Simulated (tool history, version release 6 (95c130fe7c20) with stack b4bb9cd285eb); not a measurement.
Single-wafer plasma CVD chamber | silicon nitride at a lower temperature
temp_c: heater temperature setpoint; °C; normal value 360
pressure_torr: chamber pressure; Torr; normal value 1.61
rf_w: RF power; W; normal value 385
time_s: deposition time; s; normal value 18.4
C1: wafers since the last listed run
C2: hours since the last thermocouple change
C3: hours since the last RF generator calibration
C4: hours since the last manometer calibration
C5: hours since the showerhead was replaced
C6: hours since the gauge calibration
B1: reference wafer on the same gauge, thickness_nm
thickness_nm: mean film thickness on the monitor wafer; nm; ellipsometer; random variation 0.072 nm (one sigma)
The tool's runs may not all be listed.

Run 1, hour 0.0: usual settings; C1 0; C2 1963.4; C3 826.2; C4 2352.3; C5 8495.0; C6 131.2; B1 23.491. Result: thickness_nm 24.190 nm.
Run 2, hour 32.0: usual settings; C1 665; C2 1995.4; C3 858.2; C4 2384.3; C5 8527.0; C6 163.2; B1 23.491. Result: thickness_nm 24.206 nm.
Run 3, hour 56.7: usual settings; C1 513; C2 2020.1; C3 882.9; C4 2409.0; C5 8551.7; C6 187.9; B1 23.510. Result: thickness_nm 24.115 nm.
Run 4, hour 72.9: usual settings; C1 336; C2 2036.3; C3 899.1; C4 2425.2; C5 8567.9; C6 204.1; B1 23.506. Result: thickness_nm 24.128 nm.
Run 5, hour 90.3: usual settings; C1 361; C2 2053.7; C3 916.5; C4 2442.6; C5 8585.3; C6 221.5; B1 23.476. Result: thickness_nm 24.124 nm.
Run 6, hour 109.0: usual settings; C1 388; C2 2072.4; C3 935.2; C4 2461.3; C5 8604.0; C6 240.2; B1 23.476. Result: thickness_nm 24.052 nm.
Run 7, hour 121.2: usual settings; C1 253; C2 2084.6; C3 947.4; C4 2473.5; C5 8616.2; C6 252.4; B1 23.501. Result: thickness_nm 24.149 nm.
Run 8, hour 147.6: usual settings; C1 549; C2 2111.0; C3 973.8; C4 2499.9; C5 8642.6; C6 278.8; B1 23.487. Result: thickness_nm 24.159 nm.
At hour 173.8: gauge calibrated.
At hour 182.0: thermocouple changed; heater temperature recalibrated.
Run 9, hour 182.5: usual settings; C1 559; C2 0.5; C3 1008.7; C4 2534.8; C5 8677.5; C6 8.7; B1 23.489. Result: thickness_nm 23.969 nm.
At hour 219.9: showerhead replaced.
Run 10, hour 220.4: usual settings; C1 621; C2 38.4; C3 1046.6; C4 2572.7; C5 0.5; C6 46.6; B1 23.498. Result: thickness_nm 24.112 nm.
At hour 288.7: capacitance manometer re-zeroed and calibrated.
Run 11, hour 289.2: usual settings but temp_c 355 °C, pressure_torr 1.32 Torr, time_s 19.4 s; C1 1264; C2 107.2; C3 1115.4; C4 0.5; C5 69.3; C6 115.4; B1 23.479. Result: thickness_nm 24.437 nm.
Run 12, hour 297.9: usual settings; C1 180; C2 115.9; C3 1124.1; C4 9.2; C5 78.0; C6 124.1; B1 23.499. Result: thickness_nm 24.030 nm.
Run 13, hour 323.6: usual settings but rf_w 340 W; C1 534; C2 141.6; C3 1149.8; C4 34.9; C5 103.7; C6 149.8; B1 23.506. Result: thickness_nm 22.471 nm.
Run 14, hour 352.9: usual settings but temp_c 375 °C, pressure_torr 1.24 Torr, rf_w 330 W, time_s 15.1 s; C1 609; C2 170.9; C3 1179.1; C4 64.2; C5 133.0; C6 179.1; B1 23.503. Result: thickness_nm 17.039 nm.
Run 15, hour 366.5: usual settings; C1 282; C2 184.5; C3 1192.7; C4 77.8; C5 146.6; C6 192.7; B1 23.500. Result: thickness_nm 24.077 nm.
At hour 389.7: RF generator calibrated.
Run 16, hour 391.7: usual settings but pressure_torr 1.81 Torr, rf_w 415 W; C1 357; C2 209.7; C3 2.0; C4 103.0; C5 171.8; C6 217.9; B1 23.508. Result: thickness_nm 26.849 nm.
Run 17, hour 425.7: usual settings but temp_c 365 °C, pressure_torr 1.87 Torr, rf_w 415 W; C1 707; C2 243.7; C3 36.0; C4 137.0; C5 205.8; C6 251.9; B1 23.516. Result: thickness_nm 27.049 nm.
Run 18, hour 473.9: usual settings but temp_c 365 °C, rf_w 415 W; C1 1002; C2 291.9; C3 84.2; C4 185.2; C5 254.0; C6 300.1; B1 23.512. Result: thickness_nm 25.795 nm.
Run 19, hour 500.4: usual settings but temp_c 374 °C, pressure_torr 1.78 Torr, rf_w 330 W, time_s 15.2 s; C1 551; C2 318.4; C3 110.7; C4 211.7; C5 280.5; C6 326.6; B1 23.509. Result: thickness_nm 19.188 nm.
At hour 500.6: gauge calibrated.
Run 20, hour 522.8: usual settings but temp_c 367 °C, time_s 20.8 s; C1 465; C2 340.8; C3 133.1; C4 234.1; C5 302.9; C6 22.2; B1 23.507. Result: thickness_nm 27.826 nm.

5 options for the next run, each taken on its own from the tool as it stands now. Forecast them:
Run A, hour 523.2: usual settings; C1 8; C2 341.2; C3 133.5; C4 234.5; C5 303.3; C6 22.6; B1 ?. Result: thickness_nm ?.
Run B, hour 523.2: usual settings but pressure_torr 1.50 Torr, rf_w 335 W, time_s 17.0 s; C1 8; C2 341.2; C3 133.5; C4 234.5; C5 303.3; C6 22.6; B1 ?. Result: thickness_nm ?.
Run C, hour 523.2: usual settings but temp_c 366 °C, time_s 21.9 s; C1 8; C2 341.2; C3 133.5; C4 234.5; C5 303.3; C6 22.6; B1 ?. Result: thickness_nm ?.
Run D, hour 523.2: usual settings but temp_c 364 °C, pressure_torr 1.92 Torr, rf_w 420 W, time_s 20.3 s; C1 8; C2 341.2; C3 133.5; C4 234.5; C5 303.3; C6 22.6; B1 ?. Result: thickness_nm ?.
Run E, hour 523.2: usual settings but temp_c 351 °C, pressure_torr 1.96 Torr, time_s 16.6 s; C1 8; C2 341.2; C3 133.5; C4 234.5; C5 303.3; C6 22.6; B1 ?. Result: thickness_nm ?.

run      B1  thickness_nm
  A  23.527        24.821
  B  23.527        20.903
  C  23.527        29.469
  D  23.527        29.776
  E  23.527        23.441
Stripped of hidden state, with their random variation kept, the same runs would have yielded:
run  thickness_nm
  A        25.126
  B        21.160
  C        29.831
  D        30.118
  E        23.729

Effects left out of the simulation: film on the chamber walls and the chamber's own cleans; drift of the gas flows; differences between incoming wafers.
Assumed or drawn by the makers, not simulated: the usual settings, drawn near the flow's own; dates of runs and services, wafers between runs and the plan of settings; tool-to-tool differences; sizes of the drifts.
